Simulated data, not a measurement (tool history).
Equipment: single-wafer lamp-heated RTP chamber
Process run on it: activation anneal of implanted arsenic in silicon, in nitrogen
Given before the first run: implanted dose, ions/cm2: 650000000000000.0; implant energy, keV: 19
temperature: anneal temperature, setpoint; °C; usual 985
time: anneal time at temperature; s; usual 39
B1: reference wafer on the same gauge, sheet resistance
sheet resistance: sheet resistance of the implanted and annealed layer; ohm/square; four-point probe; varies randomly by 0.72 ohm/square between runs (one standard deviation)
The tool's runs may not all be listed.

Run 1, day 0: usual settings but time 45 s; B1 195.38. Result: sheet resistance 176.45 ohm/square.
At day 1.238: pyrometer window cleaned and pyrometer calibrated.
Run 2, day 1.529: usual settings but time 45 s; B1 195.55. Result: sheet resistance 176.6 ohm/square.
Run 3, day 4.617: usual settings; B1 195.42. Result: sheet resistance 178.42 ohm/square.
Run 4, day 8.721: usual settings; B1 195.48. Result: sheet resistance 177.22 ohm/square.
At day 12.367: reflector plate cleaned.
Run 5, day 12.388: usual settings but temperature 993 °C; B1 195.6. Result: sheet resistance 177.49 ohm/square.
At day 15.979: pyrometer window cleaned and pyrometer calibrated.
Run 6, day 16.167: usual settings but temperature 993 °C; B1 195.99. Result: sheet resistance 176.1 ohm/square.
Run 7, day 19.05: usual settings but temperature 970 °C; B1 195.9. Result: sheet resistance 181.61 ohm/square.
Run 8, day 21.904: usual settings but temperature 970 °C; B1 196.36. Result: sheet resistance 181.23 ohm/square.
Run 9, day 24.925: usual settings but temperature 1015 °C, time 57 s; B1 196.42. Result: sheet resistance 169.34 ohm/square.
At day 30.333: pyrometer window cleaned and pyrometer calibrated.
At day 30.908: reflector plate cleaned.
Run 10, day 37.562: usual settings but temperature 998 °C, time 21 s; B1 197.88. Result: sheet resistance 181.48 ohm/square.
At day 38.296: gauge calibrated.
Run 11, day 41.192: usual settings but temperature 956 °C, time 45 s; B1 195.04. Result: sheet resistance 181.76 ohm/square.
At day 41.85: pyrometer window cleaned and pyrometer calibrated.
Run 12, day 44.958: usual settings; B1 195.29. Result: sheet resistance 176.37 ohm/square.
At day 45.429: reflector plate cleaned.
Run 13, day 47.988: usual settings but temperature 1014 °C; B1 195. Result: sheet resistance 169.42 ohm/square.
Run 14, day 52.442: usual settings but temperature 970 °C; B1 195.16. Result: sheet resistance 180.53 ohm/square.
At day 52.946: pyrometer window cleaned and pyrometer calibrated.
Run 15, day 56.562: usual settings but temperature 997 °C; B1 194.91. Result: sheet resistance 174.24 ohm/square.
Run 16, day 58.221: usual settings but temperature 963 °C, time 54 s; B1 195.18. Result: sheet resistance 180.67 ohm/square.
At day 60.046: reflector plate cleaned.
Run 17, day 60.083: usual settings but temperature 995 °C; B1 195.47. Result: sheet resistance 175.33 ohm/square.

Below, some changes in sheet resistance between adjacent runs. For each, the amount present without the hidden state too (settings, incoming material, random variation) and the amount remaining for the hidden state with gauge scatter not shared by both compared results:
The hidden state here: true wafer temperature minus pyrometer reading, K; wafer temperature error from the tarnished reflector plate, K; gauge reads high (%).
Run 9 -> 10: temperature 1015 -> 998, time 57 -> 21, pyrometer window cleaned and pyrometer calibrated, reflector plate cleaned. sheet resistance +12.14 ohm/square: hidden state +1.15, all else +10.99.
Run 10 -> 11: temperature 998 -> 956, time 21 -> 45, gauge calibrated. sheet resistance +0.28 ohm/square: hidden state -2.47, all else +2.75.
